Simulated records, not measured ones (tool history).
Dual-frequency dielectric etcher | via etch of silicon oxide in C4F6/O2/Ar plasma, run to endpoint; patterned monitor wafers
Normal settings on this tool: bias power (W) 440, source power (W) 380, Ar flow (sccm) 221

run,hour,bias power (W),source power (W),Ar flow (sccm),wafers since the last listed run,hours since the last wet clean,hours since the last bias power generator calibration,hours since the last source power generator calibration,hours since the last Ar flow controller change,hours since the last upper electrode change,"incoming incoming film thickness, nm",endpoint time (s)
1,0,440,310,221,0,103.3,425.9,3148.7,4359.6,3307.2,154.4,39.5
2,59.3,440,380,221,619,162.6,485.2,3208,4418.9,3366.5,155.7,36.8
3,136.8,440,380,221,809,240.1,562.7,3285.5,4496.4,3444,155.2,36.4
4,225.2,440,380,221,923,328.5,651.1,3373.9,4584.8,3532.4,156.8,36.4
5,297.2,401,380,221,752,400.5,723.1,3445.9,4656.8,3604.4,156.6,37.1
# hour 375.2: wet clean of the chamber
6,375.7,474,380,189,569,0.5,801.6,3524.4,4735.3,3682.9,157.2,38.7
7,420.8,474,380,189,471,45.6,846.7,3569.5,4780.4,3728,155.6,38.1
8,461.9,474,380,189,429,86.7,887.8,3610.6,4821.5,3769.1,156.7,38.3
9,500.2,440,380,195,400,125,926.1,3648.9,4859.8,3807.4,155.3,38.7
# hour 645.8: wet clean of the chamber, repeated, since the last time left the tool worse
10,646.3,440,380,195,1275,0.5,1072.2,3795,5005.9,3953.5,154.4,36.1
11,734.7,440,380,195,923,88.9,1160.6,3883.4,5094.3,4041.9,156,36.2
# hour 810.9: source power generator calibrated
12,818.1,440,380,221,829,172.3,1244,7.2,5177.7,4125.3,154.9,36.4
13,899.7,440,380,252,852,253.9,1325.6,88.8,5259.3,4206.9,156,37
# hour 1068.7: wet clean of the chamber
14,1121.8,546,320,260,2069,53.1,1547.7,310.9,5481.4,4429,154.3,38.3
15,1204.4,535,290,270,862,135.7,1630.3,393.5,5564,4511.6,155.3,40.4
16,1404,440,410,221,2084,335.3,1829.9,593.1,5763.6,4711.2,155.4,35
# hour 1445.4: Ar flow controller replaced
# hour 1456.7: upper electrode replaced
# hour 1468.3: bias power generator calibrated
17,1509.2,382,430,221,876,440.5,40.9,698.3,63.8,52.5,155.8,35.5
# hour 1555.7: wet clean of the chamber
18,1577.8,382,430,221,465,22.1,109.5,766.9,132.4,121.1,155.1,36.7
19,1640,440,380,221,649,84.3,171.7,829.1,194.6,183.3,156.7,37.5
20,1722.1,440,380,238,857,166.4,253.8,911.2,276.7,265.4,156.1,37.3
21,1827.9,518,340,244,1105,272.2,359.6,1017,382.5,371.2,155.2,37.3
22,1916.3,386,310,221,923,360.6,448,1105.4,470.9,459.6,155.5,40.4
23,1959.1,440,440,221,447,403.4,490.8,1148.2,513.7,502.4,155.5,34.1
# hour 1994.5: wet clean of the chamber
24,2013.9,440,380,221,321,19.4,545.6,1203,568.5,557.2,156.4,37.2

Across each entry between runs, compare the hidden state at the last listed run before it with the hidden state at the first listed run after it:
After run 5, before run 6: wet clean of the chamber (hour 375.2)
  etch rate over this chamber's usual, %: 3.47 -> -6.67
  what was measured, less what the result would be without the hidden state, endpoint time (s): -1.2 -> +2.6
After run 9, before run 10: wet clean of the chamber, repeated, since the last time left the tool worse (hour 645.8)
  etch rate over this chamber's usual, %: -5.58 -> 0.158
  what was measured, less what the result would be without the hidden state, endpoint time (s): +2.2 -> +0
After run 11, before run 12: source power generator calibrated (hour 810.9)
  etch rate over this chamber's usual, %: 0.93 -> 1.66
  what was measured, less what the result would be without the hidden state, endpoint time (s): -0.3 -> -0.6
After run 13, before run 14: wet clean of the chamber (hour 1068.7)
  etch rate over this chamber's usual, %: 2.37 -> -0.0815
  what was measured, less what the result would be without the hidden state, endpoint time (s): -0.9 -> +0
After run 16, before run 17: Ar flow controller replaced (hour 1445.4); upper electrode replaced (hour 1456.7); bias power generator calibrated (hour 1468.3)
  etch rate over this chamber's usual, %: 2.39 -> 3.31
  what was measured, less what the result would be without the hidden state, endpoint time (s): -0.9 -> -1.2
After run 17, before run 18: wet clean of the chamber (hour 1555.7)
  etch rate over this chamber's usual, %: 3.31 -> -0.446
  what was measured, less what the result would be without the hidden state, endpoint time (s): -1.2 -> +0.2
After run 23, before run 24: wet clean of the chamber (hour 1994.5)
  etch rate over this chamber's usual, %: 2.89 -> 0.289
  what was measured, less what the result would be without the hidden state, endpoint time (s): -1 -> -0.1
